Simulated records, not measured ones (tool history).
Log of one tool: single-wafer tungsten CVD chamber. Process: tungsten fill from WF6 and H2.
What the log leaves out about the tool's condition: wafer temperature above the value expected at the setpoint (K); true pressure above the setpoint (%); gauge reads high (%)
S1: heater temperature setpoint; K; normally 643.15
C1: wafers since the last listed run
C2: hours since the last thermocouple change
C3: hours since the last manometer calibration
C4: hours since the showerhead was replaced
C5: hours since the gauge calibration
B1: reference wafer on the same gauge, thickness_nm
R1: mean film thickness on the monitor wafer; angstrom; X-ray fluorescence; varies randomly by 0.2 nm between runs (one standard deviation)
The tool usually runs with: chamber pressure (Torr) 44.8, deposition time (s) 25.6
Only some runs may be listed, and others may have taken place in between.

Run 1, day 0.000: usual settings but chamber pressure (Torr) 38.7; C1 0; C2 960.5; C3 1624.0; C4 5172.8; C5 415.8; B1 43.007. Result: R1 465.82 angstrom.
Run 2, day 1.083: usual settings; C1 1034; C2 986.5; C3 1650.0; C4 5198.8; C5 441.8; B1 43.020. Result: R1 497.51 angstrom.
Run 3, day 2.317: usual settings; C1 1177; C2 1016.1; C3 1679.6; C4 5228.4; C5 471.4; B1 43.061. Result: R1 496.30 angstrom.
Run 4, day 2.921: usual settings; C1 576; C2 1030.6; C3 1694.1; C4 5242.9; C5 485.9; B1 42.993. Result: R1 499.36 angstrom.
Run 5, day 3.850: usual settings but chamber pressure (Torr) 37.9; C1 887; C2 1052.9; C3 1716.4; C4 5265.2; C5 508.2; B1 43.055. Result: R1 462.17 angstrom.
Run 6, day 4.708: usual settings but chamber pressure (Torr) 37.9; C1 819; C2 1073.5; C3 1737.0; C4 5285.8; C5 528.8; B1 42.996. Result: R1 464.50 angstrom.
Run 7, day 6.017: usual settings but chamber pressure (Torr) 37.9; C1 1249; C2 1104.9; C3 1768.4; C4 5317.2; C5 560.2; B1 43.055. Result: R1 462.24 angstrom.
Run 8, day 6.962: usual settings; C1 903; C2 1127.6; C3 1791.1; C4 5339.9; C5 582.9; B1 43.031. Result: R1 498.61 angstrom.
Run 9, day 8.421: usual settings; C1 1392; C2 1162.6; C3 1826.1; C4 5374.9; C5 617.9; B1 42.973. Result: R1 501.64 angstrom.
Run 10, day 9.525: usual settings; C1 1054; C2 1189.1; C3 1852.6; C4 5401.4; C5 644.4; B1 43.005. Result: R1 499.59 angstrom.
Run 11, day 10.500: usual settings; C1 930; C2 1212.5; C3 1876.0; C4 5424.8; C5 667.8; B1 42.957. Result: R1 496.78 angstrom.
At day 11.233: gauge calibrated.
Run 12, day 11.375: usual settings; C1 835; C2 1233.5; C3 1897.0; C4 5445.8; C5 3.4; B1 43.010. Result: R1 499.39 angstrom.
At day 12.525: showerhead replaced.
Run 13, day 12.546: usual settings; C1 799; C2 1261.6; C3 1925.1; C4 0.5; C5 31.5; B1 42.978. Result: R1 500.02 angstrom.
Run 14, day 13.258: usual settings but S1 636.15 K, chamber pressure (Torr) 52.2, deposition time (s) 28.2; C1 680; C2 1278.7; C3 1942.2; C4 17.6; C5 48.6; B1 43.020. Result: R1 520.33 angstrom.
Run 15, day 14.183: usual settings but S1 652.15 K, chamber pressure (Torr) 50.4, deposition time (s) 23.9; C1 883; C2 1300.9; C3 1964.4; C4 39.8; C5 70.8; B1 43.053. Result: R1 579.41 angstrom.
At day 16.442: capacitance manometer re-zeroed and calibrated.
Run 16, day 18.483: usual settings but S1 654.15 K, chamber pressure (Torr) 38.2; C1 3787; C2 1404.1; C3 49.0; C4 143.0; C5 174.0; B1 42.990. Result: R1 570.91 angstrom.
Run 17, day 20.404: usual settings but S1 651.15 K, chamber pressure (Torr) 39.7; C1 1834; C2 1450.2; C3 95.1; C4 189.1; C5 220.1; B1 43.027. Result: R1 547.12 angstrom.
Run 18, day 21.262: usual settings but S1 657.15 K; C1 819; C2 1470.8; C3 115.7; C4 209.7; C5 240.7; B1 43.010. Result: R1 644.74 angstrom.
At day 21.979: thermocouple changed; heater temperature recalibrated.
Run 19, day 22.162: usual settings but S1 629.15 K; C1 541; C2 4.4; C3 137.3; C4 231.3; C5 262.3; B1 43.044. Result: R1 367.59 angstrom.
Run 20, day 23.454: usual settings but S1 650.15 K, chamber pressure (Torr) 53.8, deposition time (s) 30.3; C1 1233; C2 35.4; C3 168.3; C4 262.3; C5 293.3; B1 42.998. Result: R1 709.32 angstrom.
Run 21, day 24.921: usual settings but S1 636.15 K, chamber pressure (Torr) 52.2, deposition time (s) 28.2; C1 1400; C2 70.6; C3 203.5; C4 297.5; C5 328.5; B1 43.015. Result: R1 503.05 angstrom.
Run 22, day 25.838: usual settings but deposition time (s) 27.3; C1 875; C2 92.6; C3 225.5; C4 319.5; C5 350.5; B1 43.001. Result: R1 523.25 angstrom.
Run 23, day 27.067: usual settings but S1 648.15 K, chamber pressure (Torr) 49.6, deposition time (s) 21.4; C1 1173; C2 122.1; C3 255.0; C4 349.0; C5 380.0; B1 42.933. Result: R1 469.02 angstrom.
Run 24, day 28.429: usual settings but deposition time (s) 27.1; C1 1300; C2 154.8; C3 287.7; C4 381.7; C5 412.7; B1 42.982. Result: R1 515.20 angstrom.
Run 25, day 29.925: usual settings but S1 647.15 K, chamber pressure (Torr) 54.6, deposition time (s) 20.9; C1 1428; C2 190.7; C3 323.6; C4 417.6; C5 448.6; B1 43.045. Result: R1 471.68 angstrom.
Run 26, day 30.912: usual settings; C1 942; C2 214.4; C3 347.3; C4 441.3; C5 472.3; B1 43.010. Result: R1 487.81 angstrom.
Run 27, day 31.471: usual settings but chamber pressure (Torr) 37.9; C1 533; C2 227.8; C3 360.7; C4 454.7; C5 485.7; B1 43.013. Result: R1 458.39 angstrom.

What the log doesn't show, run by run:
true pressure above the setpoint (%): 0, the same for each run
gauge reads high (%): 0, the same for each run
H1: wafer temperature above the value expected at the setpoint (K)
run        H1
  1      1.66
  2      1.67
  3      1.68
  4      1.69
  5       1.7
  6      1.71
  7      1.72
  8      1.73
  9      1.75
 10      1.76
 11      1.76
 12      1.77
 13      1.78
 14      1.78
 15      1.79
 16      1.81
 17      1.82
 18      1.83
 19  -0.00238
 20     0.116
 21     0.241
 22     0.315
 23     0.409
 24     0.507
 25     0.607
 26     0.669
 27     0.703
